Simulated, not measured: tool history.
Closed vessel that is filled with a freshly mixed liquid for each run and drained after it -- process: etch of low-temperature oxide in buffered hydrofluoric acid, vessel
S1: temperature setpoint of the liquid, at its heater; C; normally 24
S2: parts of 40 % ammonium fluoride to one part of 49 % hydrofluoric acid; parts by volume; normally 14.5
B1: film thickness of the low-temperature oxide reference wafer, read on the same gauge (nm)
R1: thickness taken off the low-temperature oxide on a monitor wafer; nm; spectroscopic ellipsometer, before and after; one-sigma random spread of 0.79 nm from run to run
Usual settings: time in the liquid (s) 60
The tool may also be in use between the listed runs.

Run 1, day 0: usual settings; B1 140. Result: R1 111.61 nm.
Run 2, day 1.308: usual settings; B1 140. Result: R1 108.83 nm.
Run 3, day 2.121: usual settings; B1 140.01. Result: R1 108.95 nm.
Run 4, day 3.338: usual settings; B1 140. Result: R1 109.42 nm.
At day 4.654: thermometer replaced.
At day 4.733: gauge calibrated.
Run 5, day 5.75: usual settings; B1 139.98. Result: R1 125.78 nm.
Run 6, day 6.717: usual settings but S2 19 parts by volume, time in the liquid (s) 75; B1 140.01. Result: R1 120.1 nm.
Run 7, day 7.421: usual settings but S2 19 parts by volume, time in the liquid (s) 75; B1 140. Result: R1 119.38 nm.
Run 8, day 8.192: usual settings but S2 9.5 parts by volume, time in the liquid (s) 80; B1 139.98. Result: R1 249.03 nm.
At day 8.367: hydrofluoric acid flow meter replaced.
Run 9, day 9.642: usual settings but S1 19.5 C; B1 140. Result: R1 96.78 nm.
Run 10, day 10.342: usual settings but S1 26.5 C, S2 9.5 parts by volume; B1 140.01. Result: R1 211.19 nm.
Run 11, day 10.929: usual settings; B1 140. Result: R1 122.25 nm.
Run 12, day 11.738: usual settings but time in the liquid (s) 40; B1 140. Result: R1 82.31 nm.
Run 13, day 12.633: usual settings but time in the liquid (s) 50; B1 140. Result: R1 101.87 nm.
Run 14, day 13.975: usual settings; B1 140.01. Result: R1 122.46 nm.

Branching from run 14: 3 alternative next runs. What would each branch give?
Run A, day 14.004: usual settings but S2 11 parts by volume; B1 ?. Result: R1 ?.
Run B, day 14.004: usual settings but S1 27 C; B1 ?. Result: R1 ?.
Run C, day 14.004: usual settings but time in the liquid (s) 30; B1 ?. Result: R1 ?.

run      B1      R1
  A  139.97  160.38
  B  139.97  144.03
  C  139.97   61.19
Without the tool's unlogged condition, the same runs would have read:
run      R1
  A  165.81
  B  148.83
  C   63.27

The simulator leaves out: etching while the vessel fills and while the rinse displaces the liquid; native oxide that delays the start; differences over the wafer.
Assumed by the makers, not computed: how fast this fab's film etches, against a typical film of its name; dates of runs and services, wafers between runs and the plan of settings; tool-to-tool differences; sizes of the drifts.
